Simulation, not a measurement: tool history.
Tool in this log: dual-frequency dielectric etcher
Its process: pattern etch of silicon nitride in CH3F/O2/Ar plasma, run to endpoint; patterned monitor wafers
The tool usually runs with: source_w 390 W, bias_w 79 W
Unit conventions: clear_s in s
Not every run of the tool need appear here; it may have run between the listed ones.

| run | hour | source_w | bias_w | incoming incoming film thickness, nm | clear_s |
|---|---|---|---|---|---|
| 1 | 0.0 | 390 | 66 | 52.7 | 78.4 |
| 2 | 60.5 | 390 | 66 | 52.8 | 79.0 |
| 3 | 127.1 | 390 | 66 | 52.7 | 79.1 |
| 4 | 158.5 | 390 | 79 | 52.2 | 70.8 |
| 5 | 192.6 | 390 | 79 | 52.2 | 71.1 |
| 6 | 223.8 | 390 | 79 | 52.9 | 72.8 |
| 7 | 274.9 | 390 | 79 | 52.9 | 73.1 |
|  | 351.4 | wet clean of the chamber |
| 8 | 351.9 | 390 | 79 | 52.1 | 68.7 |
| 9 | 367.6 | 420 | 71 | 52.4 | 71.7 |
| 10 | 418.7 | 420 | 71 | 52.6 | 72.5 |
| 11 | 483.3 | 420 | 71 | 53.1 | 73.5 |
| 12 | 515.1 | 390 | 79 | 52.7 | 71.1 |
|  | 598.8 | upper electrode replaced |
| 13 | 599.3 | 460 | 60 | 52.8 | 78.7 |
|  | 620.4 | source power generator calibrated |
| 14 | 628.7 | 460 | 90 | 52.5 | 62.1 |
| 15 | 654.7 | 390 | 79 | 52.5 | 71.5 |
| 16 | 708.3 | 390 | 79 | 52.8 | 72.2 |
|  | 739.1 | bias power generator calibrated |
|  | 746.0 | wet clean of the chamber |
| 17 | 751.4 | 390 | 79 | 52.5 | 69.2 |
| 18 | 785.1 | 320 | 72 | 53.0 | 81.2 |
| 19 | 840.3 | 310 | 63 | 53.2 | 89.8 |
| 20 | 884.2 | 390 | 97 | 52.7 | 63.4 |
| 21 | 947.7 | 450 | 96 | 53.2 | 60.8 |
| 22 | 985.2 | 390 | 87 | 53.5 | 68.6 |
| 23 | 1051.7 | 450 | 92 | 52.6 | 62.2 |
| 24 | 1120.3 | 390 | 79 | 52.6 | 72.7 |

Predict each of these 3 candidate next runs independently; none follows another, all start after run 24:
| A | 1120.7 | 350 | 79 | 53.5 | ? |
| B | 1120.7 | 430 | 98 | 53.5 | ? |
| C | 1120.7 | 360 | 84 | 53.5 | ? |

| run | clear_s |
|---|---|
| A | 77.0 |
| B | 62.7 |
| C | 73.5 |
Had the tool no hidden state, the same runs would have come out as:
| run | clear_s |
|---|---|
| A | 74.1 |
| B | 60.4 |
| C | 70.8 |

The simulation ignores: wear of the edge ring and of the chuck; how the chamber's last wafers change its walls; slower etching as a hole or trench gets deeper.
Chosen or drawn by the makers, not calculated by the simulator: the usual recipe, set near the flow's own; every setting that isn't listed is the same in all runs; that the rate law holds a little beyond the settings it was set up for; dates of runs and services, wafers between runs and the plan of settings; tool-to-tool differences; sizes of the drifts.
